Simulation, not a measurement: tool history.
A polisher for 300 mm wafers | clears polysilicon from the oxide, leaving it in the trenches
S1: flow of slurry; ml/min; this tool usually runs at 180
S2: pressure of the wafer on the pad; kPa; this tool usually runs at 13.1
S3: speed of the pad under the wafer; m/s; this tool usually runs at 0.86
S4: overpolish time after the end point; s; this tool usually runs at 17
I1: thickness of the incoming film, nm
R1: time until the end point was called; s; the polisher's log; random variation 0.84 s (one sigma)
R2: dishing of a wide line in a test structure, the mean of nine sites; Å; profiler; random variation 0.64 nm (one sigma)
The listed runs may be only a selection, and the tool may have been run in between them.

run	day	S1	S2	S3	S4	I1	R1	R2
1	0	180	13.1	0.86	17	448.6	63.6	472
2	0.592	180	13.1	0.86	17	444.4	66.1	458
3	1.05	180	13.1	0.86	17	459.9	68.6	467
4	1.742	180	13.1	1	17	453.3	59.5	473
5	2.125	180	13.1	1	17	451	58	489
# day 4.004: slurry nozzle cleaned
6	4.167	180	13.1	0.86	11	450.5	69.5	396
# day 4.375: worn pad replaced by a new one
7	4.483	180	13.1	0.86	11	448.4	61.3	415
8	4.896	180	13.1	0.86	11	449.4	60.7	410
9	5.212	180	13.1	0.86	17	448.9	64.3	481
10	5.471	180	13.1	0.86	17	454.6	65.6	465
11	5.742	200	13.1	0.68	11	456.2	82.8	368

Run 12 is up next; what results do you expect?
# day 6.271: head pressure recalibrated
12	6.458	180	13.1	1	17	449.7	?	?

{"run 12": {"R1": 55.8, "R2": 479}}
With no hidden state in the tool, this same run would have given R1 51.1 s, R2 487 Å.

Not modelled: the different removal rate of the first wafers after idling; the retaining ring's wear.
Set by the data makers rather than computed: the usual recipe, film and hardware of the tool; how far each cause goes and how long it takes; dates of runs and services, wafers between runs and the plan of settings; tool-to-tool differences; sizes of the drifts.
